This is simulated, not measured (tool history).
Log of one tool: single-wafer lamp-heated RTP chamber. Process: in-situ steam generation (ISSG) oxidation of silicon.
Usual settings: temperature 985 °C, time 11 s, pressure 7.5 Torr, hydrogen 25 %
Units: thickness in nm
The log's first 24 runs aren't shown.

run	day	temperature	time	pressure	hydrogen	read-back reference wafer on the same gauge, thickness	thickness
25	85.029	985	15	8.3	29	4.058	4.850
26	87.025	1005	9	7.5	25	4.058	3.995
27	89.392	1003	11	7.5	21	4.059	4.167
28	93.588	977	12	8.0	25	4.060	4.156
29	97.854	985	11	7.5	25	4.056	4.135
# day 98.325: pyrometer window cleaned and pyrometer calibrated
30	100.292	1003	11	7.5	21	4.060	4.102
31	103.162	985	11	8.5	25	4.059	4.084
32	107.075	985	11	7.5	25	4.059	4.087

3 ways to go on from here, each from the tool as it stands after run 32. What would each give?
A	107.092	972	11	7.5	25	?	?
B	107.092	965	11	6.9	32	?	?
C	107.092	985	7	8.6	19	?	?

run	read-back reference wafer on the same gauge, thickness	thickness
A	4.061	3.941
B	4.061	4.155
C	4.061	3.167
Without the tool's hidden state the same runs would have given:
run	thickness
A	3.918
B	4.132
C	3.150

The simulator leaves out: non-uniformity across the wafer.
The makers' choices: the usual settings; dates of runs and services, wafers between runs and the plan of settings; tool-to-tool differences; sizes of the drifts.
